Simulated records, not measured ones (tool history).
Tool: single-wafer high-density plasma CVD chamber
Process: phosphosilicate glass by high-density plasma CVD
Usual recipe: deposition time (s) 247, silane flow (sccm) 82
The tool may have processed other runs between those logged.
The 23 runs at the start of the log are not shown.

run	hour	deposition time (s)	silane flow (sccm)	wafers since the last listed run	hours since the silane flow controller was replaced	hours since the gauge calibration	read-back reference wafer on the same gauge, thickness_nm	mean film thickness on the monitor wafer (angstrom)
24	670.3	247	93	134	135.2	888.3	1680.083	23609.04
25	695.3	233	91	158	160.2	913.3	1680.464	21824.84
# hour 724.7: gauge calibrated
26	733.2	247	89	239	198.1	8.5	1678.931	22630.62
27	826.7	247	93	591	291.6	102.0	1679.325	23487.12
28	857.0	203	71	191	321.9	132.3	1680.704	15107.86
29	872.0	247	96	94	336.9	147.3	1679.801	24276.37
30	891.4	247	82	122	356.3	166.7	1680.076	20873.42
31	925.1	228	67	213	390.0	200.4	1680.188	15929.62
32	959.3	264	82	216	424.2	234.6	1680.318	22385.46
33	974.9	247	82	98	439.8	250.2	1680.025	20879.64
34	1002.4	280	96	173	467.3	277.7	1680.776	27425.59
35	1017.9	247	82	97	482.8	293.2	1679.663	20783.07
36	1068.2	247	82	317	533.1	343.5	1680.659	20926.03
37	1166.5	261	73	621	631.4	441.8	1679.902	19672.26

Forecast each of these 4 alternatives for the next run:
A	1167.0	247	82	3	631.9	442.3	?	?
B	1167.0	216	93	3	631.9	442.3	?	?
C	1167.0	268	82	3	631.9	442.3	?	?
D	1167.0	221	77	3	631.9	442.3	?	?

run	read-back reference wafer on the same gauge, thickness_nm	mean film thickness on the monitor wafer (angstrom)
A	1679.686	20717.67
B	1679.686	20371.67
C	1679.686	22479.09
D	1679.686	17488.51
Without the tool's hidden state the same runs would have given:
run	mean film thickness on the monitor wafer (angstrom)
A	20922.99
B	20573.57
C	22701.87
D	17661.83

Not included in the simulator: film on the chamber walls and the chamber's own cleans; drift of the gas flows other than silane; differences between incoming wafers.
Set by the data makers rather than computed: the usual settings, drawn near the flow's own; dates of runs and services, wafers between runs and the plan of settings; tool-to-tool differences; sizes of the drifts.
